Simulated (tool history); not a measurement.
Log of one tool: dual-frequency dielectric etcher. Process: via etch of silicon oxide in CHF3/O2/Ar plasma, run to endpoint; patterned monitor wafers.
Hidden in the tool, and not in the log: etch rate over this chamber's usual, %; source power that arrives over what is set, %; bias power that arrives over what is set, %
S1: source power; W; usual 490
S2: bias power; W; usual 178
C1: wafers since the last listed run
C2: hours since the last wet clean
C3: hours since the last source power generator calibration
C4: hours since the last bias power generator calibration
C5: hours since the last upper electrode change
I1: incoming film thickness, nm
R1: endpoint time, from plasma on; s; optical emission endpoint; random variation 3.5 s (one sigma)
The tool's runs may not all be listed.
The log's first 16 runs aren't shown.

run      day   S1   S2   C1     C2      C3      C4      C5     I1     R1
 17   49.267  490  178  172    403  2475.5  3683.9  1537.1  764.9    451
 18   51.688  440  178  204  461.1  2533.6    3742  1595.2  755.8  459.1
 19     55.2  490  178  297  545.4  2617.9  3826.3  1679.5  757.8  460.4
      58.338  -- wet clean of the chamber
 20   59.321  490  178  264   23.6  2716.8  3925.2  1778.4  762.8  436.5
      61.638  -- upper electrode replaced
      64.546  -- bias power generator calibrated
      64.646  -- source power generator calibrated
 21   68.688  490  178  685  248.4      97    99.4   169.2  759.8  440.7
 22   71.917  540  178  273  325.9   174.5   176.9   246.7  751.5    426
 23     74.7  560  178  235  392.7   241.3   243.7   313.5    765  432.8
 24    78.95  420  214  359  494.7   343.3   345.7   415.5  758.6  422.7
      80.767  -- wet clean of the chamber
 25   80.788  410  142   70    0.5   387.4   389.8   459.6    761  520.6
 26   84.508  530  203  314   89.8   476.7   479.1   548.9  765.5  400.1
 27   86.554  560  143  173  138.9   525.8   528.2     598  761.9  476.4
 28   88.758  430  143  186  191.8   578.7   581.1   650.9  754.4  518.8
 29   93.229  490  178  378  299.1     686   688.4   758.2  757.2  443.6
 30   96.054  530  141  239  366.9   753.8   756.2     826  761.4    499
 31   98.258  600  148  186  419.8   806.7   809.1   878.9    757  465.8
 32  101.442  390  150  269  496.2   883.1   885.5   955.3    764  542.3
      103.15  -- wet clean of the chamber
 33  103.812  490  178  115   15.9     940   942.4  1012.2  764.9  436.8
 34  107.938  380  200  349  114.9    1039  1041.4  1111.2  756.7  440.3
 35  110.929  490  178  253  186.7  1110.8  1113.2    1183  764.3  441.8
 36  113.671  520  195  231  252.5  1176.6    1179  1248.8  760.3  414.9

3 ways to go on from here, each from the tool as it stands after run 36. What would each give?
  A  113.692  490  191   1  253  1177.1  1179.5  1249.3  754.9   ?
  B  113.692  450  209   1  253  1177.1  1179.5  1249.3  754.9   ?
  C  113.692  430  159   1  253  1177.1  1179.5  1249.3  754.9   ?

run     R1
  A  423.4
  B  414.3
  C  487.1
Without the tool's hidden state the same runs would have given:
run     R1
  A    413
  B  404.1
  C  475.1
